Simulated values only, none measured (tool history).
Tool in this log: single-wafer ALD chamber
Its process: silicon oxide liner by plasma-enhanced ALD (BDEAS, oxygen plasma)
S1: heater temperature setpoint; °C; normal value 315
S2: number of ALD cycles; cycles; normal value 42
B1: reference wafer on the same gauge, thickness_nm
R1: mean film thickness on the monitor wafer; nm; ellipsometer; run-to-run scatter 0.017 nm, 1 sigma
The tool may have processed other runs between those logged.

Run 1, hour 0: usual settings but S1 318 °C; B1 4.255. Result: R1 3.888 nm.
Run 2, hour 16.3: usual settings but S1 318 °C; B1 4.247. Result: R1 3.87 nm.
Run 3, hour 30.9: usual settings but S1 318 °C; B1 4.241. Result: R1 3.859 nm.
Run 4, hour 51.3: usual settings but S1 312 °C, S2 45 cycles; B1 4.229. Result: R1 4.165 nm.
Run 5, hour 87: usual settings; B1 4.229. Result: R1 3.863 nm.
Run 6, hour 111.9: usual settings but S1 308 °C; B1 4.221. Result: R1 3.876 nm.
Run 7, hour 142.7: usual settings but S1 308 °C; B1 4.211. Result: R1 3.864 nm.
Run 8, hour 158: usual settings but S1 308 °C; B1 4.213. Result: R1 3.86 nm.
Run 9, hour 189.3: usual settings but S1 311 °C, S2 36 cycles; B1 4.209. Result: R1 3.291 nm.
Run 10, hour 211.2: usual settings but S1 311 °C, S2 36 cycles; B1 4.2. Result: R1 3.324 nm.
Run 11, hour 243.1: usual settings; B1 4.198. Result: R1 3.843 nm.
Run 12, hour 273.7: usual settings; B1 4.197. Result: R1 3.816 nm.
Run 13, hour 309.3: usual settings; B1 4.195. Result: R1 3.827 nm.
Run 14, hour 321.6: usual settings; B1 4.192. Result: R1 3.835 nm.
Run 15, hour 387.6: usual settings but S1 323 °C; B1 4.186. Result: R1 3.764 nm.
Run 16, hour 414.5: usual settings but S1 323 °C; B1 4.187. Result: R1 3.802 nm.
Run 17, hour 443: usual settings but S1 323 °C; B1 4.183. Result: R1 3.791 nm.
At hour 458.7: thermocouple changed; heater temperature recalibrated.
Run 18, hour 466.7: usual settings but S2 46 cycles; B1 4.178. Result: R1 4.162 nm.
Run 19, hour 491.4: usual settings but S2 46 cycles; B1 4.178. Result: R1 4.198 nm.
Run 20, hour 520.5: usual settings but S2 46 cycles; B1 4.18. Result: R1 4.202 nm.
Run 21, hour 556: usual settings but S2 39 cycles; B1 4.174. Result: R1 3.541 nm.
Run 22, hour 585.6: usual settings but S1 318 °C; B1 4.175. Result: R1 3.785 nm.
Run 23, hour 620.6: usual settings but S1 303 °C, S2 40 cycles; B1 4.172. Result: R1 3.71 nm.
At hour 625.7: gauge calibrated.
Run 24, hour 635.2: usual settings but S1 327 °C; B1 4.314. Result: R1 3.882 nm.
Run 25, hour 653.4: usual settings but S1 311 °C, S2 46 cycles; B1 4.301. Result: R1 4.296 nm.
Run 26, hour 671.3: usual settings; B1 4.292. Result: R1 3.929 nm.
Run 27, hour 694.1: usual settings; B1 4.286. Result: R1 3.917 nm.
Run 28, hour 717.2: usual settings; B1 4.275. Result: R1 3.894 nm.
Run 29, hour 746.8: usual settings; B1 4.264. Result: R1 3.891 nm.
Run 30, hour 771.3: usual settings but S1 320 °C, S2 47 cycles; B1 4.256. Result: R1 4.336 nm.
Run 31, hour 876.5: usual settings but S1 327 °C, S2 47 cycles; B1 4.238. Result: R1 4.25 nm.
Run 32, hour 908.5: usual settings but S1 323 °C, S2 38 cycles; B1 4.229. Result: R1 3.461 nm.
Run 33, hour 928: usual settings but S1 311 °C, S2 34 cycles; B1 4.22. Result: R1 3.126 nm.
Run 34, hour 961.9: usual settings but S1 330 °C, S2 45 cycles; B1 4.223. Result: R1 4.049 nm.
Run 35, hour 986.6: usual settings; B1 4.218. Result: R1 3.845 nm.
Run 36, hour 1015.9: usual settings but S1 300 °C; B1 4.216. Result: R1 3.92 nm.
Run 37, hour 1029.3: usual settings but S1 307 °C, S2 39 cycles; B1 4.206. Result: R1 3.572 nm.
Run 38, hour 1047.2: usual settings; B1 4.212. Result: R1 3.828 nm.
Run 39, hour 1068.4: usual settings but S1 303 °C; B1 4.208. Result: R1 3.86 nm.
Run 40, hour 1089.7: usual settings but S1 302 °C, S2 36 cycles; B1 4.205. Result: R1 3.377 nm.

Expected results for the next run?
Run 41, hour 1111.1: usual settings; B1 ?. Result: R1 ?.

For run 41 the tool returned B1 4.206, R1 3.879 nm.
Were there no unlogged condition in the tool, this run, its random variation unchanged, would have produced R1 3.976 nm.
